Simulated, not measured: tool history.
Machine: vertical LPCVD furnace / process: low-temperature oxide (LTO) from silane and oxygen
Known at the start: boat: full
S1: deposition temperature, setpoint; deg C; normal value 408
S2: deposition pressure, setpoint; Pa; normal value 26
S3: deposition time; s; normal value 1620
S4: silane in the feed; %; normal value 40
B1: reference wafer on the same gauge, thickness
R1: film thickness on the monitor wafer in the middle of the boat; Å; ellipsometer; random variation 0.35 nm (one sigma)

Run 1, hour 0: usual settings; B1 235.02. Result: R1 2287.6 Å.
Run 2, hour 26: usual settings; B1 235.03. Result: R1 2291.1 Å.
Run 3, hour 57.4: usual settings; B1 235.01. Result: R1 2294.7 Å.
Run 4, hour 72.8: usual settings but S4 42 %; B1 235.03. Result: R1 2432.7 Å.
Run 5, hour 101.1: usual settings but S4 42 %; B1 235.1. Result: R1 2433.3 Å.
Run 6, hour 130.5: usual settings but S2 22 Pa, S4 38 %; B1 235.05. Result: R1 1835 Å.
Run 7, hour 143.9: usual settings; B1 234.96. Result: R1 2296.4 Å.
Run 8, hour 217.1: usual settings; B1 235.07. Result: R1 2297.3 Å.
Run 9, hour 247.6: usual settings; B1 235.05. Result: R1 2304.1 Å.
Run 10, hour 267.4: usual settings; B1 234.99. Result: R1 2304.4 Å.
Run 11, hour 320: usual settings; B1 234.91. Result: R1 2303.1 Å.
Run 12, hour 397.9: usual settings; B1 234.96. Result: R1 2412.8 Å.
Run 13, hour 427.8: usual settings but S2 28 Pa; B1 235.05. Result: R1 2586.1 Å.
Run 14, hour 456.2: usual settings but S2 28.7 Pa, S3 2220 s, S4 36 %; B1 235.02. Result: R1 3193.5 Å.
Run 15, hour 496: usual settings but S1 401 deg C; B1 234.99. Result: R1 2231.9 Å.
Run 16, hour 506.4: usual settings but S2 23.3 Pa, S3 1800 s, S4 37 %; B1 235.01. Result: R1 2194.5 Å.
Run 17, hour 534.6: usual settings but S4 44 %; B1 234.95. Result: R1 2674.6 Å.
Run 18, hour 582.5: usual settings but S2 28 Pa; B1 235. Result: R1 2483 Å.
Run 19, hour 593: usual settings; B1 234.93. Result: R1 2314.6 Å.
Run 20, hour 612.4: usual settings but S4 33 %; B1 235.02. Result: R1 1804.5 Å.
Run 21, hour 625.1: usual settings but S1 397 deg C, S2 20 Pa, S3 2100 s, S4 43 %; B1 234.92. Result: R1 2220.2 Å.
Run 22, hour 638.5: usual settings but S4 45 %; B1 234.92. Result: R1 2623.9 Å.
Run 23, hour 738.5: usual settings but S1 414 deg C, S2 24 Pa, S4 34 %; B1 235.08. Result: R1 1856.1 Å.
Run 24, hour 752: usual settings but S4 35 %; B1 234.94. Result: R1 1946.2 Å.

Between the runs listed above, the log contained 4 entries, not reproduced here. Where in the sequence does each belong, and how does what the log doesn't record of the tool's condition differ from the listed run before to the listed run after?
From run 11 to run 12: gauge calibrated (hour 372.9); silane flow controller replaced (hour 373.2)
  true pressure minus gauge reading, mTorr: 7.75 -> 8.14; deviation of the silane flow from its setpoint, %: -5.79 -> -0.239
  measured value less the no-hidden-state value, R1: -9.2 -> +92.8 Å
From run 14 to run 15: thermocouples replaced and temperature profile calibrated (hour 495.5)
  true pressure minus gauge reading, mTorr: 8.43 -> 8.63; deviation of the silane flow from its setpoint, %: -0.45 -> -0.589
  measured value less the no-hidden-state value, R1: +109.2 -> +85.6 Å
From run 17 to run 18: pressure gauge zeroed (hour 582)
  true pressure minus gauge reading, mTorr: 8.83 -> 0.428; deviation of the silane flow from its setpoint, %: -0.721 -> -0.881
  measured value less the no-hidden-state value, R1: +105.1 -> -10.3 Å
